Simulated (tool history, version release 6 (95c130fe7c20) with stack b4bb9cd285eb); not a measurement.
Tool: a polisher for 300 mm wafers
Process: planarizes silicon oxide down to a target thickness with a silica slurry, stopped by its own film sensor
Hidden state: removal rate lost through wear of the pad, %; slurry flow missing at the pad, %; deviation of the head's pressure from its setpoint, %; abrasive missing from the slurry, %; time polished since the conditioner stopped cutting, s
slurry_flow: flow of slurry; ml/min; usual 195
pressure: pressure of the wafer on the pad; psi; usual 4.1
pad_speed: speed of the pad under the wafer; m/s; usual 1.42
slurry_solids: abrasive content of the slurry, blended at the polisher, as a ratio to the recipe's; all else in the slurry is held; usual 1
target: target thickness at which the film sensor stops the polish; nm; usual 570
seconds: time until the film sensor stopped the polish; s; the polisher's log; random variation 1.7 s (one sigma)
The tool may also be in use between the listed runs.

run     day  slurry_flow  pressure  pad_speed  slurry_solids  target  wafers since the last listed run  wafers polished on this pad  hours since the slurry nozzle was cleaned  hours since the head pressure was calibrated  hours since the slurry blender was calibrated  hours since the conditioning disc was replaced  incoming thickness of the incoming film, nm  seconds
  1       0          195       3.6       1.42            0.9     570                                 0                         2656                                      204.1                                         136.3                                          172.6                                           347.7                                        845.4    113.7
  2   2.546          195       3.6       1.42            0.9     570                               716                         3372                                      265.2                                         197.4                                          233.7                                           408.8                                          856    112.3
      4.425  -- conditioning disc replaced and pad reconditioned
  3   5.029          195       3.6       1.42            0.9     570                               675                         4048                                      324.8                                           257                                          293.3                                            14.5                                        875.4      124
  4   7.846          195       4.1       1.42              1     570                               792                         4841                                      392.4                                         324.6                                          360.9                                            82.1                                        870.2      106
  5  10.725          195       3.2       1.42            1.1     570                               810                         5651                                      461.5                                         393.7                                            430                                           151.2                                        863.8    133.8
     11.017  -- worn pad replaced by a new one
  6  11.996          150       4.9       1.42            0.8     570                               310                          275                                        492                                         424.2                                          460.5                                           181.7                                        862.5     89.2
     12.667  -- slurry blender recalibrated
  7  14.625          140       4.1       1.06              1     570                               716                          991                                      555.1                                         487.3                                             47                                           244.8                                        866.6    134.6
  8  16.221          195       4.1       1.22              1     570                               449                         1441                                      593.4                                         525.6                                           85.3                                           283.1                                        877.5    117.1
  9  18.283          195       5.2       1.42              1     570                               580                         2021                                      642.9                                         575.1                                          134.8                                           332.6                                        852.5     77.5
 10  20.812          195       4.1       1.42              1     570                               711                         2733                                      703.6                                         635.8                                          195.5                                           393.3                                        866.2    106.5
     22.817  -- head pressure recalibrated
 11  23.492          195         3       1.14           0.75     570                               730                         3464                                      767.9                                          16.2                                          259.8                                           457.6                                        846.4    189.8
     24.258  -- slurry nozzle cleaned
     24.692  -- conditioning disc replaced and pad reconditioned
 12  25.242          195       4.1       1.42            0.9     570                               457                         3922                                       23.6                                          58.2                                          301.8                                            13.2                                        853.1     99.2
 13  27.133          195       4.8        1.8              1     570                               532                         4454                                         69                                         103.6                                          347.2                                            58.6                                        863.4     70.8
 14   28.95          245       4.7       1.42              1     480                               511                         4965                                      112.6                                         147.2                                          390.8                                           102.2                                        851.8      104
 15  30.154          135       3.7       1.42              1     570                               338                         5304                                      141.5                                         176.1                                          419.7                                           131.1                                        863.9    115.2
     31.771  -- slurry blender recalibrated
 16  32.312          145       4.1       1.14            0.8     528                               584                         5889                                      193.3                                         227.9                                             13                                           182.9                                        859.6    160.4
 17  33.721          195       4.1       1.42              1     540                               396                         6285                                      227.1                                         261.7                                           46.8                                           216.7                                        872.4    113.3
     34.333  -- worn pad replaced by a new one
 18  38.275          195       4.1       1.64              1     541                              1235                         1109                                      336.4                                           371                                          156.1                                             326                                        863.2     93.2
 19  40.808          195       4.1       0.98              1     504                               713                         1822                                      397.2                                         431.8                                          216.9                                           386.8                                        860.2    155.1

The next listed run, before its measurement:
 20  43.588          195       2.7       1.42            0.8     497                               782                         2604                                      463.9                                         498.5                                          283.6                                           453.5                                        865.1        ?

Run 20 gave seconds 208.8 s.
Without the tool's hidden state the same run would have given seconds 181.1 s.

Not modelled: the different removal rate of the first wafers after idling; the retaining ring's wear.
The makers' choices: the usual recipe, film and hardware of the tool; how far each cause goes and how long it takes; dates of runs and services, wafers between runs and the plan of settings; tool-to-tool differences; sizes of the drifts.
